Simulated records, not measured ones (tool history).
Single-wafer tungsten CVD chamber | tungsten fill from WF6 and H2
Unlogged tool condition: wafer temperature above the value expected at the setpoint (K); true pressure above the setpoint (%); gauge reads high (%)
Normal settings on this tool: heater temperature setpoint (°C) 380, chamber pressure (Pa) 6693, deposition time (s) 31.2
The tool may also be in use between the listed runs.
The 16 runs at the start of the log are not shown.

run,day,heater temperature setpoint (°C),chamber pressure (Pa),deposition time (s),wafers since the last listed run,hours since the last thermocouple change,hours since the last manometer calibration,hours since the showerhead was replaced,hours since the gauge calibration,"read-back reference wafer on the same gauge, thickness_nm",mean film thickness on the monitor wafer (Å)
17,47.092,390,6693,25,1490,1226.1,85.8,5996.4,532.4,77.046,720.62
18,48.792,389,7573,35.7,1037,1266.9,126.6,6037.2,573.2,77.165,1037.21
19,50.996,380,6693,25.1,1345,1319.8,179.5,6090.1,626.1,77.058,597.63
20,62.008,369,6693,27.2,6722,1584.1,443.8,6354.4,890.4,77.113,519.06
21,64.333,369,6693,31.2,1419,1639.9,499.6,6410.2,946.2,77.158,592.47
22,67.638,380,6693,31.2,2017,1719.2,578.9,6489.5,1025.5,77.204,743.58
# day 72.183: showerhead replaced
23,72.204,368,6693,33.1,2584,1828.8,688.5,0.5,1135.1,77.108,611.5
# day 72.496: gauge calibrated
24,75.362,385,6693,31.2,1928,1904.6,764.3,76.3,68.8,77.132,812.08
25,79.05,380,5493,31.2,2251,1993.1,852.8,164.8,157.3,76.998,714.12
# day 80.429: thermocouple changed; heater temperature recalibrated
26,82.908,376,8346,34.3,2151,59.5,945.4,257.4,249.9,77.245,808.63

What does the tool deliver on the next run?
27,84.879,380,6693,37.4,1203,106.8,992.7,304.7,297.2,?,?

read-back reference wafer on the same gauge, thickness_nm: 77.168
mean film thickness on the monitor wafer (Å): 909.46
Were there no unlogged condition in the tool, this run, its random variation unchanged, would have produced mean film thickness on the monitor wafer (Å) 910.75.
